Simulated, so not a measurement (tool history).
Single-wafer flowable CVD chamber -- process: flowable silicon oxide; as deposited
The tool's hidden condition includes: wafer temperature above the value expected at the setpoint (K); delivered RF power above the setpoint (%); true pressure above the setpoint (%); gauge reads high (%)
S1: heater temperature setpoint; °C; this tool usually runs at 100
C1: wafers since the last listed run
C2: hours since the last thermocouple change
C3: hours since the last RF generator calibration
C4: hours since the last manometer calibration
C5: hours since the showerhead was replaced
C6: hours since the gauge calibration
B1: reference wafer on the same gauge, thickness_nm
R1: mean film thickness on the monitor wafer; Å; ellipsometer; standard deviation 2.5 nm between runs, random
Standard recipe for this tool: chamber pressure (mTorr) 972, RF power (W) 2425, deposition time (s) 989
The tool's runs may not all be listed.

run 1 hour=0 | S1=100 chamber_pressure_(mTorr)=972 RF_power_(W)=2425 deposition_time_(s)=841 | C1=0 C2=1651.6 C3=80.7 C4=1305.5 C5=5021.9 C6=883.3 | B1=787.171 | R1=6812.55
-- hour=67.2 gauge calibrated
run 2 hour=106.4 | S1=100 chamber_pressure_(mTorr)=972 RF_power_(W)=2425 deposition_time_(s)=841 | C1=134 C2=1758 C3=187.1 C4=1411.9 C5=5128.3 C6=39.2 | B1=787.35 | R1=6822.46
run 3 hour=161.7 | S1=106 chamber_pressure_(mTorr)=972 RF_power_(W)=2425 deposition_time_(s)=989 | C1=69 C2=1813.3 C3=242.4 C4=1467.2 C5=5183.6 C6=94.5 | B1=787.49 | R1=6410.07
run 4 hour=242.4 | S1=106 chamber_pressure_(mTorr)=972 RF_power_(W)=2425 deposition_time_(s)=989 | C1=101 C2=1894 C3=323.1 C4=1547.9 C5=5264.3 C6=175.2 | B1=787.562 | R1=6383.39
run 5 hour=297.4 | S1=100 chamber_pressure_(mTorr)=972 RF_power_(W)=2425 deposition_time_(s)=989 | C1=69 C2=1949 C3=378.1 C4=1602.9 C5=5319.3 C6=230.2 | B1=786.736 | R1=8002.88
run 6 hour=334 | S1=100 chamber_pressure_(mTorr)=972 RF_power_(W)=2425 deposition_time_(s)=989 | C1=46 C2=1985.6 C3=414.7 C4=1639.5 C5=5355.9 C6=266.8 | B1=787.074 | R1=8009.39
run 7 hour=380.1 | S1=100 chamber_pressure_(mTorr)=972 RF_power_(W)=2425 deposition_time_(s)=989 | C1=58 C2=2031.7 C3=460.8 C4=1685.6 C5=5402 C6=312.9 | B1=786.872 | R1=8029.58
-- hour=388.2 thermocouple changed; heater temperature recalibrated
run 8 hour=474.1 | S1=93 chamber_pressure_(mTorr)=1086 RF_power_(W)=2425 deposition_time_(s)=989 | C1=108 C2=85.9 C3=554.8 C4=1779.6 C5=5496 C6=406.9 | B1=786.756 | R1=11622.56
run 9 hour=514.5 | S1=93 chamber_pressure_(mTorr)=1086 RF_power_(W)=2425 deposition_time_(s)=989 | C1=50 C2=126.3 C3=595.2 C4=1820 C5=5536.4 C6=447.3 | B1=787.603 | R1=11617.93
run 10 hour=609.5 | S1=100 chamber_pressure_(mTorr)=972 RF_power_(W)=2555 deposition_time_(s)=989 | C1=119 C2=221.3 C3=690.2 C4=1915 C5=5631.4 C6=542.3 | B1=786.862 | R1=8095.1
run 11 hour=688.3 | S1=100 chamber_pressure_(mTorr)=972 RF_power_(W)=2095 deposition_time_(s)=989 | C1=99 C2=300.1 C3=769 C4=1993.8 C5=5710.2 C6=621.1 | B1=787.116 | R1=7803.03
-- hour=703.5 showerhead replaced
-- hour=721.6 capacitance manometer re-zeroed and calibrated
run 12 hour=794.9 | S1=100 chamber_pressure_(mTorr)=972 RF_power_(W)=2095 deposition_time_(s)=989 | C1=114 C2=406.7 C3=875.6 C4=73.3 C5=91.4 C6=727.7 | B1=787.184 | R1=7764.74
run 13 hour=858.9 | S1=108 chamber_pressure_(mTorr)=1113 RF_power_(W)=2425 deposition_time_(s)=989 | C1=80 C2=470.7 C3=939.6 C4=137.3 C5=155.4 C6=791.7 | B1=787.217 | R1=6755.79
run 14 hour=911.2 | S1=100 chamber_pressure_(mTorr)=972 RF_power_(W)=2425 deposition_time_(s)=989 | C1=65 C2=523 C3=991.9 C4=189.6 C5=207.7 C6=844 | B1=787.244 | R1=8026.15
run 15 hour=991 | S1=94 chamber_pressure_(mTorr)=972 RF_power_(W)=2555 deposition_time_(s)=989 | C1=100 C2=602.8 C3=1071.7 C4=269.4 C5=287.5 C6=923.8 | B1=787.16 | R1=10140.45
-- hour=1008.5 gauge calibrated
run 16 hour=1043.6 | S1=100 chamber_pressure_(mTorr)=972 RF_power_(W)=2425 deposition_time_(s)=989 | C1=66 C2=655.4 C3=1124.3 C4=322 C5=340.1 C6=35.1 | B1=787.036 | R1=7985.02
run 17 hour=1092.4 | S1=100 chamber_pressure_(mTorr)=972 RF_power_(W)=2555 deposition_time_(s)=989 | C1=61 C2=704.2 C3=1173.1 C4=370.8 C5=388.9 C6=83.9 | B1=787.196 | R1=8103.64
run 18 hour=1132.5 | S1=100 chamber_pressure_(mTorr)=1050 RF_power_(W)=2425 deposition_time_(s)=1133 | C1=50 C2=744.3 C3=1213.2 C4=410.9 C5=429 C6=124 | B1=787.132 | R1=9914.12
run 19 hour=1191.6 | S1=100 chamber_pressure_(mTorr)=870 RF_power_(W)=2425 deposition_time_(s)=1043 | C1=74 C2=803.4 C3=1272.3 C4=470 C5=488.1 C6=183.1 | B1=786.788 | R1=7568.18
run 20 hour=1274.5 | S1=100 chamber_pressure_(mTorr)=972 RF_power_(W)=2290 deposition_time_(s)=989 | C1=104 C2=886.3 C3=1355.2 C4=552.9 C5=571 C6=266 | B1=787.342 | R1=7928.75
-- hour=1287.6 RF generator calibrated
run 21 hour=1320.2 | S1=100 chamber_pressure_(mTorr)=972 RF_power_(W)=2425 deposition_time_(s)=989 | C1=47 C2=932 C3=32.6 C4=598.6 C5=616.7 C6=311.7 | B1=787.127 | R1=7997.71
run 22 hour=1363.5 | S1=100 chamber_pressure_(mTorr)=804 RF_power_(W)=2425 deposition_time_(s)=989 | C1=54 C2=975.3 C3=75.9 C4=641.9 C5=660 C6=355 | B1=787.326 | R1=6635.29
run 23 hour=1423.6 | S1=100 chamber_pressure_(mTorr)=972 RF_power_(W)=2425 deposition_time_(s)=989 | C1=75 C2=1035.4 C3=136 C4=702 C5=720.1 C6=415.1 | B1=787.486 | R1=8048.25
run 24 hour=1507.9 | S1=100 chamber_pressure_(mTorr)=972 RF_power_(W)=2425 deposition_time_(s)=801 | C1=106 C2=1119.7 C3=220.3 C4=786.3 C5=804.4 C6=499.4 | B1=787.181 | R1=6494.21
run 25 hour=1553.6 | S1=100 chamber_pressure_(mTorr)=972 RF_power_(W)=2425 deposition_time_(s)=989 | C1=57 C2=1165.4 C3=266 C4=832 C5=850.1 C6=545.1 | B1=787.31 | R1=8040.82
run 26 hour=1646.5 | S1=110 chamber_pressure_(mTorr)=972 RF_power_(W)=2695 deposition_time_(s)=989 | C1=117 C2=1258.3 C3=358.9 C4=924.9 C5=943 C6=638 | B1=787.251 | R1=5575.29
run 27 hour=1713.4 | S1=100 chamber_pressure_(mTorr)=734 RF_power_(W)=2425 deposition_time_(s)=1166 | C1=84 C2=1325.2 C3=425.8 C4=991.8 C5=1009.9 C6=704.9 | B1=787.218 | R1=7127.3

Branching from run 27: 5 alternative next runs. What would each branch give?
run A hour=1714.1 | S1=100 chamber_pressure_(mTorr)=972 RF_power_(W)=2425 deposition_time_(s)=989 | C1=0 C2=1325.9 C3=426.5 C4=992.5 C5=1010.6 C6=705.6 | B1=? | R1=?
run B hour=1714.1 | S1=109 chamber_pressure_(mTorr)=744 RF_power_(W)=2425 deposition_time_(s)=989 | C1=0 C2=1325.9 C3=426.5 C4=992.5 C5=1010.6 C6=705.6 | B1=? | R1=?
run C hour=1714.1 | S1=100 chamber_pressure_(mTorr)=972 RF_power_(W)=2745 deposition_time_(s)=859 | C1=0 C2=1325.9 C3=426.5 C4=992.5 C5=1010.6 C6=705.6 | B1=? | R1=?
run D hour=1714.1 | S1=100 chamber_pressure_(mTorr)=1200 RF_power_(W)=2425 deposition_time_(s)=989 | C1=0 C2=1325.9 C3=426.5 C4=992.5 C5=1010.6 C6=705.6 | B1=? | R1=?
run E hour=1714.1 | S1=89 chamber_pressure_(mTorr)=1162 RF_power_(W)=2740 deposition_time_(s)=1122 | C1=0 C2=1325.9 C3=426.5 C4=992.5 C5=1010.6 C6=705.6 | B1=? | R1=?

run=A B1=786.88 R1=8052.76
run=B B1=786.88 R1=4377.09
run=C B1=786.88 R1=7130.82
run=D B1=786.88 R1=9867.36
run=E B1=786.88 R1=16612.37
The same runs, with their run-to-run variation unchanged, on a tool lacking any hidden condition would have given:
run=A R1=8052.76
run=B R1=4377.09
run=C R1=7130.82
run=D R1=9867.36
run=E R1=16612.37

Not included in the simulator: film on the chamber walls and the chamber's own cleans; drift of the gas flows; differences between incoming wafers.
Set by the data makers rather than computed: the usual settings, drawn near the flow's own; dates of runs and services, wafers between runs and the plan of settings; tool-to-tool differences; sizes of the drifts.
